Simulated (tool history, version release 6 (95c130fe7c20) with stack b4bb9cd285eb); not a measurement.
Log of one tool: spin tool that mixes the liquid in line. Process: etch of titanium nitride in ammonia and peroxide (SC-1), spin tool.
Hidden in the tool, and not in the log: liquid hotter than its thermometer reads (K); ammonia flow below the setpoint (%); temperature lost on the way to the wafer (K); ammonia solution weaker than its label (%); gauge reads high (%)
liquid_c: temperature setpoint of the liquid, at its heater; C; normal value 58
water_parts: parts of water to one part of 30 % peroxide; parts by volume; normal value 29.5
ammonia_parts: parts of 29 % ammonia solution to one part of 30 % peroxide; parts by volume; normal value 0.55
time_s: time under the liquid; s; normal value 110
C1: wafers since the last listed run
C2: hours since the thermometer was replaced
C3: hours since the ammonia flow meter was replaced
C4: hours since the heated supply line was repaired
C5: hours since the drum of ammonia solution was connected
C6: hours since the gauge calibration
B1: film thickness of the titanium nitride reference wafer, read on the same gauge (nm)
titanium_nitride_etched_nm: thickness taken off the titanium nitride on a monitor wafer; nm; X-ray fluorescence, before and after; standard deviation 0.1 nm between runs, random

Run 1, hour 0: usual settings; C1 0; C2 122.7; C3 192.3; C4 2705.4; C5 59.6; C6 178.4; B1 150. Result: titanium_nitride_etched_nm 10.44 nm.
Run 2, hour 17.1: usual settings; C1 127; C2 139.8; C3 209.4; C4 2722.5; C5 76.7; C6 195.5; B1 150. Result: titanium_nitride_etched_nm 10.52 nm.
Run 3, hour 30.9: usual settings but ammonia_parts 0.25 parts by volume; C1 103; C2 153.6; C3 223.2; C4 2736.3; C5 90.5; C6 209.3; B1 149.99. Result: titanium_nitride_etched_nm 9.03 nm.
Run 4, hour 57.3: usual settings but liquid_c 66.5 C, water_parts 42.5 parts by volume, ammonia_parts 0.45 parts by volume, time_s 60 s; C1 197; C2 180; C3 249.6; C4 2762.7; C5 116.9; C6 235.7; B1 149.97. Result: titanium_nitride_etched_nm 7.65 nm.
Run 5, hour 86.7: usual settings but liquid_c 68 C, water_parts 34 parts by volume; C1 220; C2 209.4; C3 279; C4 2792.1; C5 146.3; C6 265.1; B1 149.98. Result: titanium_nitride_etched_nm 18.33 nm.
Run 6, hour 102.9: usual settings but liquid_c 66 C; C1 121; C2 225.6; C3 295.2; C4 2808.3; C5 162.5; C6 281.3; B1 150.01. Result: titanium_nitride_etched_nm 17.35 nm.
Run 7, hour 137: usual settings; C1 255; C2 259.7; C3 329.3; C4 2842.4; C5 196.6; C6 315.4; B1 149.98. Result: titanium_nitride_etched_nm 10.43 nm.
Run 8, hour 151: usual settings but time_s 55 s; C1 104; C2 273.7; C3 343.3; C4 2856.4; C5 210.6; C6 329.4; B1 149.99. Result: titanium_nitride_etched_nm 5.13 nm.
At hour 167.6: new drum of ammonia solution connected.
Run 9, hour 171: usual settings; C1 142; C2 293.7; C3 363.3; C4 2876.4; C5 3.4; C6 349.4; B1 150.01. Result: titanium_nitride_etched_nm 10.37 nm.
Run 10, hour 188.6: usual settings but water_parts 20.5 parts by volume, ammonia_parts 0.8 parts by volume, time_s 75 s; C1 131; C2 311.3; C3 380.9; C4 2894; C5 21; C6 367; B1 150.02. Result: titanium_nitride_etched_nm 9.55 nm.
Run 11, hour 200.9: usual settings; C1 92; C2 323.6; C3 393.2; C4 2906.3; C5 33.3; C6 379.3; B1 150.01. Result: titanium_nitride_etched_nm 10.43 nm.
Run 12, hour 214.6: usual settings but water_parts 38.5 parts by volume; C1 102; C2 337.3; C3 406.9; C4 2920; C5 47; C6 393; B1 150.01. Result: titanium_nitride_etched_nm 8.97 nm.
At hour 228.6: heated supply line repaired.
Run 13, hour 238.3: usual settings but water_parts 37 parts by volume; C1 169; C2 361; C3 430.6; C4 9.7; C5 70.7; C6 416.7; B1 150.05. Result: titanium_nitride_etched_nm 9.26 nm.
Run 14, hour 272.7: usual settings but water_parts 21.5 parts by volume; C1 257; C2 395.4; C3 465; C4 44.1; C5 105.1; C6 451.1; B1 150.03. Result: titanium_nitride_etched_nm 12.65 nm.
Run 15, hour 303: usual settings but liquid_c 48.5 C; C1 226; C2 425.7; C3 495.3; C4 74.4; C5 135.4; C6 481.4; B1 149.99. Result: titanium_nitride_etched_nm 5.49 nm.
Run 16, hour 331.2: usual settings but time_s 145 s; C1 211; C2 453.9; C3 523.5; C4 102.6; C5 163.6; C6 509.6; B1 149.99. Result: titanium_nitride_etched_nm 13.68 nm.
Run 17, hour 346.6: usual settings; C1 115; C2 469.3; C3 538.9; C4 118; C5 179; C6 525; B1 150. Result: titanium_nitride_etched_nm 10.48 nm.
Run 18, hour 382.5: usual settings; C1 268; C2 505.2; C3 574.8; C4 153.9; C5 214.9; C6 560.9; B1 149.97. Result: titanium_nitride_etched_nm 10.45 nm.
Run 19, hour 405: usual settings but liquid_c 51.5 C, water_parts 24 parts by volume, ammonia_parts 0.4 parts by volume, time_s 65 s; C1 168; C2 527.7; C3 597.3; C4 176.4; C5 237.4; C6 583.4; B1 149.98. Result: titanium_nitride_etched_nm 4.18 nm.
Run 20, hour 429.4: usual settings but liquid_c 66.5 C; C1 182; C2 552.1; C3 621.7; C4 200.8; C5 261.8; C6 607.8; B1 149.99. Result: titanium_nitride_etched_nm 18.11 nm.
Run 21, hour 443.1: usual settings but water_parts 21 parts by volume, ammonia_parts 0.4 parts by volume, time_s 55 s; C1 102; C2 565.8; C3 635.4; C4 214.5; C5 275.5; C6 621.5; B1 149.99. Result: titanium_nitride_etched_nm 6.01 nm.
At hour 469.8: new drum of ammonia solution connected.
Run 22, hour 495.8: usual settings but ammonia_parts 0.3 parts by volume; C1 386; C2 618.5; C3 688.1; C4 267.2; C5 26; C6 674.2; B1 150. Result: titanium_nitride_etched_nm 9.22 nm.
Run 23, hour 528.1: usual settings but liquid_c 54 C, water_parts 24.5 parts by volume, ammonia_parts 0.4 parts by volume, time_s 130 s; C1 241; C2 650.8; C3 720.4; C4 299.5; C5 58.3; C6 706.5; B1 149.97. Result: titanium_nitride_etched_nm 9.82 nm.

Entry by entry between the runs, the difference in hidden state between the last listed run before and the first listed run after:
Run 8 -> run 9: new drum of ammonia solution connected (hour 167.6)
  both runs share identical hidden conditions
Run 12 -> run 13: heated supply line repaired (hour 228.6)
  both runs share identical hidden conditions
Run 21 -> run 22: new drum of ammonia solution connected (hour 469.8)
  both runs share identical hidden conditions
